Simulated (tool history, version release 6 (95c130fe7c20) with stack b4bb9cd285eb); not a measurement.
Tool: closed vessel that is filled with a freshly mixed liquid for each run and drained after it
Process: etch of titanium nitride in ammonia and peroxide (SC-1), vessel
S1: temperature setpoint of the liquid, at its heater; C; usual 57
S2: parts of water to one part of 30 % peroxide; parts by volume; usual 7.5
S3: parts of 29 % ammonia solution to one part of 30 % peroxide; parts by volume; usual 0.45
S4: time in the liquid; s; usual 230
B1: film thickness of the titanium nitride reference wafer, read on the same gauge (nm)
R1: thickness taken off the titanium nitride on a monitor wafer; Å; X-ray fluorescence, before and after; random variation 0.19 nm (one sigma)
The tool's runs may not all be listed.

run    hour    S1   S2    S3   S4     B1     R1
  1       0    57  7.5  0.45  230  69.14  219.2
  2    59.3    57  7.5  0.45  230  68.98  217.4
  3     124    57  7.5  0.45  230  68.79  216.3
      161.5  -- new drum of ammonia solution connected
  4   177.7    57  7.5  0.45  230  68.66  214.6
      216.1  -- thermometer replaced
  5   360.5    64  7.5  0.45  230  68.14  345.8
  6   388.2    57  7.5  0.45  140  68.08  131.3
      420.9  -- gauge calibrated
  7   424.7    57  7.5   0.3  230  69.69  204.4
      441.9  -- ammonia flow meter replaced
  8   467.7    57  7.5  0.45  230  69.59    223
      472.1  -- new drum of ammonia solution connected
  9   525.1    57  7.5  0.45  230  69.44  217.8
 10   587.7    57  7.5  0.45  230  69.25  219.2
 11   627.9    57  7.5  0.45  230  69.13  218.8
 12   675.1    57  7.5  0.45  230  69.02  220.7
 13   725.6    57    5  0.45  230  68.87  262.8
 14   753.8  62.5    5   0.3  130  68.77  200.9
      804.1  -- new drum of ammonia solution connected
 15   805.8    57   11   0.3  140  68.66  101.1
 16   865.4    57  7.5  0.45  230  68.43  216.3
        958  -- thermometer replaced
 17  1064.4    57  7.5  0.45  230  67.93  216.6
     1107.5  -- gauge calibrated
 18  1110.5    65  7.5  0.45  275  70.35  449.8
     1152.9  -- new drum of ammonia solution connected
 19  1162.9  60.5   11  0.35  230  70.21  222.2
 20  1217.9  61.5  7.5  0.45  230  70.08  299.3
 21  1248.1    57  7.5  0.45  230  69.98  223.3
 22    1311  61.5   11  0.45  105  69.79  111.1
 23  1354.6    57  7.5  0.45  230  69.68  220.3
 24  1388.5    57  7.5  0.45  230  69.59  221.9

4 ways to go on from here, each from the tool as it stands after run 24. What would each give?
  A  1389.2  65.5   7.5  0.45  230   ?   ?
  B  1389.2    57     5  0.45  135   ?   ?
  C  1389.2    51   7.5  0.45  110   ?   ?
  D  1389.2    53  11.5   0.4  125   ?   ?

run     B1     R1
  A  69.59  388.6
  B  69.59  159.7
  C  69.59   71.1
  D  69.59   72.7
Without the tool's hidden state the same runs would have given:
run     R1
  A  390.9
  B  160.6
  C   71.5
  D   73.1
